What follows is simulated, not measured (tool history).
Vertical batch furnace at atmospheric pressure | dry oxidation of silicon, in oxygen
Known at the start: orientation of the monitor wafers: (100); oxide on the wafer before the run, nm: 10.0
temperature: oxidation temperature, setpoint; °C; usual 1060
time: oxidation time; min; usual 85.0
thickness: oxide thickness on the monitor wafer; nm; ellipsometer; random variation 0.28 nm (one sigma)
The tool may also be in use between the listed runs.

run	hour	temperature	time	read-back reference wafer on the same gauge, thickness	thickness
1	0.0	1060	85.0	125.07	110.24
2	35.4	1060	85.0	125.00	110.52
3	62.1	1060	85.0	125.07	110.33
4	95.8	1060	85.0	125.06	109.90
5	123.5	1060	85.0	125.02	109.95
6	140.2	1060	85.0	125.03	109.77
7	174.7	1066	61.5	124.89	94.04
8	189.8	1066	61.5	124.97	94.19
9	219.7	1060	53.0	125.00	81.95
10	251.3	1060	53.0	125.02	81.81
11	277.7	1060	53.0	125.01	81.84
12	305.5	1073	104.0	124.98	138.26
13	338.4	1060	85.0	125.02	110.15
14	365.1	1060	85.0	124.90	109.91
15	371.2	1060	85.0	124.94	110.07
16	392.0	1047	122.0	124.96	124.86
17	416.8	1060	85.0	124.99	112.61
18	516.8	1060	126.0	124.94	143.95
19	550.7	1060	85.0	124.99	112.55
20	584.1	1043	109.5	125.07	115.83
21	667.4	1060	85.0	125.05	112.81
22	708.7	1077	44.5	124.95	86.30
23	743.0	1041	102.0	125.05	108.61
24	756.5	1039	109.5	124.96	111.91
25	777.1	1051	116.5	125.00	128.62
26	797.1	1082	121.5	124.94	165.80
27	818.7	1046	111.5	124.93	119.87
28	854.5	1042	85.0	125.07	97.40
29	890.5	1060	85.0	125.00	112.74
30	916.6	1066	122.0	125.01	147.90
31	934.3	1035	126.5	124.95	118.90
32	957.3	1080	126.0	124.93	166.20
33	988.4	1051	65.5	124.97	88.95
34	1008.8	1051	72.5	124.97	95.36
35	1034.6	1050	85.0	125.00	104.01
36	1055.3	1084	85.0	124.98	134.06
37	1077.2	1069	115.5	125.05	146.46
38	1095.4	1048	120.5	124.99	127.38

Not shown: 3 entries that the log had between the listed runs. Between which runs, and how does the tool's hidden state differ before and after?
Between runs 13 and 14: thermocouples replaced and temperature profile calibrated (hour 364.6)
  monitor wafer colder than the profiled boat position, K: 3.18 -> 3.24
  measured less the result without the state, thickness: -2.76 -> -2.80 nm
Between runs 16 and 17: boat lift adjusted (hour 416.0)
  monitor wafer colder than the profiled boat position, K: 3.29 -> 0.045
  measured less the result without the state, thickness: -3.31 -> -0.04 nm
Between runs 19 and 20: gauge calibrated (hour 573.1)
  monitor wafer colder than the profiled boat position, K: 0.0506 -> 0.0537
  measured less the result without the state, thickness: -0.04 -> -0.05 nm
